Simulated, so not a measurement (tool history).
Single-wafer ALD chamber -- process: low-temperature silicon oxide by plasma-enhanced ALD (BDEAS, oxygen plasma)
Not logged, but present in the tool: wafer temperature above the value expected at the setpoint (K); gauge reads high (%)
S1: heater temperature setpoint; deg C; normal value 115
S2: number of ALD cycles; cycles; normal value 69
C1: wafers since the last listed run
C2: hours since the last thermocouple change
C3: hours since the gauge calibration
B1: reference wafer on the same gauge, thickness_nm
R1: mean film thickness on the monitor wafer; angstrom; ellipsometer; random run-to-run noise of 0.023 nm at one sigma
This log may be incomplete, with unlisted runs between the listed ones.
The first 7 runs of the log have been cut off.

| run | day | S1 | S2 | C1 | C2 | C3 | B1 | R1 |
|---|---|---|---|---|---|---|---|---|
| 8 | 15.171 | 115 | 69 | 255 | 1023.9 | 479.7 | 9.176 | 90.51 |
| 9 | 16.517 | 115 | 69 | 173 | 1056.2 | 512 | 9.163 | 90.63 |
| 10 | 18.404 | 115 | 69 | 243 | 1101.5 | 557.3 | 9.17 | 90.99 |
| 11 | 19.846 | 115 | 69 | 185 | 1136.1 | 591.9 | 9.173 | 90.84 |
| 12 | 21.033 | 115 | 69 | 152 | 1164.6 | 620.4 | 9.158 | 90.91 |
| 13 | 25.112 | 115 | 64 | 525 | 1262.5 | 718.3 | 9.175 | 84.02 |
| 14 | 26.4 | 115 | 64 | 165 | 1293.4 | 749.2 | 9.165 | 84.55 |
|  | 27.783 | thermocouple changed; heater temperature recalibrated |
| 15 | 29.242 | 115 | 64 | 323 | 35 | 817.4 | 9.186 | 84.51 |
| 16 | 31.212 | 115 | 69 | 253 | 82.3 | 864.7 | 9.18 | 92.03 |
| 17 | 34.192 | 115 | 69 | 383 | 153.8 | 936.2 | 9.171 | 91.08 |
| 18 | 35.762 | 126 | 69 | 202 | 191.5 | 973.9 | 9.168 | 89.52 |
| 19 | 38.383 | 126 | 69 | 337 | 254.4 | 1036.8 | 9.171 | 89.91 |
|  | 40.1 | gauge calibrated |
| 20 | 40.625 | 128 | 76 | 288 | 308.2 | 12.6 | 9.167 | 98.01 |
| 21 | 41.829 | 115 | 56 | 155 | 337.1 | 41.5 | 9.172 | 74.31 |
| 22 | 44.304 | 111 | 59 | 318 | 396.5 | 100.9 | 9.167 | 78.47 |
| 23 | 46.404 | 115 | 69 | 270 | 446.9 | 151.3 | 9.177 | 91.09 |
| 24 | 48.05 | 115 | 69 | 212 | 486.4 | 190.8 | 9.166 | 91.32 |
| 25 | 49.288 | 115 | 69 | 159 | 516.1 | 220.5 | 9.171 | 91.36 |
| 26 | 51.758 | 115 | 69 | 318 | 575.4 | 279.8 | 9.168 | 91.23 |
| 27 | 53.229 | 119 | 63 | 189 | 610.7 | 315.1 | 9.165 | 82.48 |

Run 28 has not been measured yet. What should we expect?
| 28 | 54.258 | 115 | 65 | 132 | 635.4 | 339.8 | ? | ? |

{"run 28": {"B1": 9.17, "R1": 85.76}}
Were there no unlogged condition in the tool, this run, its random variation unchanged, would have produced R1 86.37 angstrom.

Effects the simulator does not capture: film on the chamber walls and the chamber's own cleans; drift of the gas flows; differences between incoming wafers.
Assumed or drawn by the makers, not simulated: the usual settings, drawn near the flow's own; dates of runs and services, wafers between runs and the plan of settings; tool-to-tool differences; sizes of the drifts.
